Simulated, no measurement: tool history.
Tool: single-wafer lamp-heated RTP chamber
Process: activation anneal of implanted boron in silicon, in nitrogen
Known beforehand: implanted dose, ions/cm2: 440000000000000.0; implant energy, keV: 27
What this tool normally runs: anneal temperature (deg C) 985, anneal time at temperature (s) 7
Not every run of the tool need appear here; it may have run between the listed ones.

run	day	anneal temperature (deg C)	anneal time at temperature (s)	read-back reference wafer on the same gauge, sheet resistance	sheet resistance of the implanted and annealed layer (ohm/square)
1	0.000	985	7	217.12	257.89
2	0.621	985	7	217.16	259.35
3	1.446	985	7	217.22	256.42
4	2.550	985	7	216.76	251.63
# day 5.712: reflector plate cleaned
5	5.733	985	7	216.56	250.95
6	6.117	985	7	217.15	253.52
7	6.742	1002	7	216.58	241.59
8	7.888	1002	7	217.25	243.04
9	9.350	975	7	217.11	260.41
10	10.738	975	7	216.27	266.05
11	11.758	974	5	217.42	263.86
# day 12.288: pyrometer window cleaned and pyrometer calibrated
12	12.958	1011	9	216.86	241.42
13	14.117	999	11	217.24	240.56
14	15.212	985	7	216.69	255.66
15	16.175	968	9	217.13	272.37
16	16.858	996	3	216.89	249.64
17	18.312	970	9	216.93	266.37
18	19.642	958	5	216.98	294.93
19	20.271	985	7	216.71	251.40
20	21.192	993	6	216.91	247.57
21	22.125	985	10	216.62	247.90
# day 22.888: pyrometer window cleaned and pyrometer calibrated
22	23.421	1003	5	217.72	245.07
23	24.217	959	5	216.49	301.63
24	25.304	997	7	217.00	244.60
25	26.033	995	4	217.54	247.90
26	27.050	960	8	217.07	290.47
# day 27.167: gauge calibrated
27	27.942	966	8	217.10	278.40
28	28.792	985	7	216.66	252.61
29	30.079	966	3	217.04	276.98
30	30.742	958	9	216.84	293.95
# day 33.300: pyrometer window cleaned and pyrometer calibrated
31	34.979	955	7	216.73	311.77
32	35.796	966	3	216.68	279.66
33	36.975	985	7	216.87	255.86
34	38.017	975	7	217.38	265.30
35	38.583	985	4	217.05	256.51
36	39.808	998	9	217.49	242.90

Forecast each of these 5 alternatives for the next run:
A	39.825	1001	7	?	?
B	39.825	968	4	?	?
C	39.825	970	11	?	?
D	39.825	985	9	?	?
E	39.825	1003	11	?	?

run	read-back reference wafer on the same gauge, sheet resistance	sheet resistance of the implanted and annealed layer (ohm/square)
A	216.40	240.52
B	216.40	274.12
C	216.40	264.72
D	216.40	249.13
E	216.40	237.98
The same runs, with their run-to-run variation unchanged, on a tool lacking any hidden condition would have given:
run	sheet resistance of the implanted and annealed layer (ohm/square)
A	243.13
B	283.02
C	273.54
D	254.32
E	240.04

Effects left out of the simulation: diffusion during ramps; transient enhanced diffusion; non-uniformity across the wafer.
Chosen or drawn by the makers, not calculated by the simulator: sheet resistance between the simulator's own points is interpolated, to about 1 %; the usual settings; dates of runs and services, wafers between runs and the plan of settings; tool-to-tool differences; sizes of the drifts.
